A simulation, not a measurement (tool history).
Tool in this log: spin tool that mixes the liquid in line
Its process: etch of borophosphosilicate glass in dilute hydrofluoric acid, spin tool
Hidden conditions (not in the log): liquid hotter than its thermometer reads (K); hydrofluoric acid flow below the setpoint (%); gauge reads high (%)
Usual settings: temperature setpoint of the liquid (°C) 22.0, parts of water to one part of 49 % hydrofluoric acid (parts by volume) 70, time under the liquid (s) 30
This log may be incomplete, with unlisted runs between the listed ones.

run     day  temperature setpoint of the liquid (°C)  parts of water to one part of 49 % hydrofluoric acid (parts by volume)  time under the liquid (s)  wafers since the last listed run  hours since the thermometer was replaced  hours since the hydrofluoric acid flow meter was replaced  hours since the gauge calibration  read-back film thickness of the borophosphosilicate glass reference wafer, read on the same gauge (nm)  thickness taken off the borophosphosilicate glass on a monitor wafer (Å)
  1   0.000                                     19.0                                                                      70                         30                                 0                                     501.3                                                      775.0                              939.7                                                                                                   39.97                                                                     181.6
  2   1.079                                     20.5                                                                      70                         30                               319                                     527.2                                                      800.9                              965.6                                                                                                   39.97                                                                     189.4
  3   2.896                                     22.0                                                                      70                         25                               538                                     570.8                                                      844.5                             1009.2                                                                                                   39.98                                                                     171.2
      4.267  -- hydrofluoric acid flow meter replaced
  4   5.133                                     22.0                                                                      70                         25                               650                                     624.5                                                       20.8                             1062.9                                                                                                   39.99                                                                     169.2
  5   6.362                                     22.0                                                                      70                         25                               364                                     654.0                                                       50.3                             1092.4                                                                                                   40.02                                                                     170.6
  6   7.667                                     22.0                                                                      55                         30                               386                                     685.3                                                       81.6                             1123.7                                                                                                   40.02                                                                     267.6
  7  14.271                                     22.0                                                                      55                         30                              1956                                     843.8                                                      240.1                             1282.2                                                                                                   40.02                                                                     266.0
     14.433  -- gauge calibrated
  8  15.367                                     22.0                                                                      55                         30                               324                                     870.1                                                      266.4                               22.4                                                                                                   39.94                                                                     269.7
  9  16.383                                     22.0                                                                      70                         30                               301                                     894.5                                                      290.8                               46.8                                                                                                   39.98                                                                     205.3
 10  17.838                                     22.0                                                                      70                         30                               430                                     929.4                                                      325.7                               81.7                                                                                                   39.96                                                                     208.4
 11  19.154                                     22.0                                                                      70                         30                               390                                     961.0                                                      357.3                              113.3                                                                                                   40.02                                                                     211.8
 12  20.788                                     22.0                                                                      70                         30                               483                                    1000.2                                                      396.5                              152.5                                                                                                   40.03                                                                     210.3
 13  22.633                                     25.0                                                                      90                         15                               546                                    1044.5                                                      440.8                              196.8                                                                                                   40.02                                                                      88.8
 14  25.483                                     18.5                                                                      80                         45                               844                                    1112.9                                                      509.2                              265.2                                                                                                   40.00                                                                     237.9
 15  27.067                                     22.0                                                                      85                         30                               469                                    1150.9                                                      547.2                              303.2                                                                                                   40.01                                                                     169.4
 16  29.904                                     19.0                                                                      50                         50                               840                                    1219.0                                                      615.3                              371.3                                                                                                   40.01                                                                     448.3
     30.329  -- thermometer replaced
 17  31.458                                     22.0                                                                     105                         15                               448                                      27.1                                                      652.6                              408.6                                                                                                   40.01                                                                      63.3
 18  33.929                                     22.0                                                                      70                         30                               731                                      86.4                                                      711.9                              467.9                                                                                                   40.01                                                                     199.0
     35.400  -- hydrofluoric acid flow meter replaced
 19  36.304                                     17.5                                                                      95                         30                               691                                     143.4                                                       21.7                              524.9                                                                                                   40.00                                                                     117.8
 20  38.058                                     27.0                                                                      80                         50                               519                                     185.5                                                       63.8                              567.0                                                                                                   39.99                                                                     355.0
 21  39.333                                     24.0                                                                      70                         30                               377                                     216.1                                                       94.4                              597.6                                                                                                   39.98                                                                     221.6
 22  40.338                                     20.5                                                                     100                         15                               297                                     240.2                                                      118.5                              621.7                                                                                                   40.00                                                                      63.7
 23  43.262                                     22.0                                                                      70                         40                               866                                     310.4                                                      188.7                              691.9                                                                                                   39.98                                                                     271.7
 24  44.908                                     22.0                                                                      70                         30                               487                                     349.9                                                      228.2                              731.4                                                                                                   40.03                                                                     204.6
 25  45.950                                     22.0                                                                      85                         30                               308                                     374.9                                                      253.2                              756.4                                                                                                   40.00                                                                     161.4
 26  48.883                                     22.0                                                                     100                         30                               868                                     445.3                                                      323.6                              826.8                                                                                                   40.00                                                                     136.9
 27  50.379                                     23.5                                                                      70                         30                               443                                     481.2                                                      359.5                              862.7                                                                                                   39.98                                                                     214.8
 28  53.067                                     22.0                                                                      70                         30                               796                                     545.7                                                      424.0                              927.2                                                                                                   40.00                                                                     203.8
 29  54.188                                     22.0                                                                      70                         30                               332                                     572.6                                                      450.9                              954.1                                                                                                   40.00                                                                     208.2
 30  55.304                                     22.0                                                                      70                         30                               330                                     599.4                                                      477.7                              980.9                                                                                                   39.98                                                                     201.7
 31  57.946                                     22.0                                                                      70                         30                               782                                     662.8                                                      541.1                             1044.3                                                                                                   40.02                                                                     207.5

How the hidden state differs across the entries between the runs, from the last listed run before each to the first after it:
Logged between run 3 and run 4: hydrofluoric acid flow meter replaced (day 4.267)
  liquid hotter than its thermometer reads (K): 0.845 -> 0.917
  measured minus no-state result, thickness taken off the borophosphosilicate glass on a monitor wafer (Å): +5.8 -> +6.3
Logged between run 7 and run 8: gauge calibrated (day 14.433)
  liquid hotter than its thermometer reads (K): 1.21 -> 1.25
  measured minus no-state result, thickness taken off the borophosphosilicate glass on a monitor wafer (Å): +13.0 -> +13.6
Logged between run 16 and run 17: thermometer replaced (day 30.329)
  liquid hotter than its thermometer reads (K): 1.71 -> 0.236
  measured minus no-state result, thickness taken off the borophosphosilicate glass on a monitor wafer (Å): +31.4 -> +0.6
Logged between run 18 and run 19: hydrofluoric acid flow meter replaced (day 35.400)
  liquid hotter than its thermometer reads (K): 0.315 -> 0.391
  measured minus no-state result, thickness taken off the borophosphosilicate glass on a monitor wafer (Å): +2.6 -> +1.9

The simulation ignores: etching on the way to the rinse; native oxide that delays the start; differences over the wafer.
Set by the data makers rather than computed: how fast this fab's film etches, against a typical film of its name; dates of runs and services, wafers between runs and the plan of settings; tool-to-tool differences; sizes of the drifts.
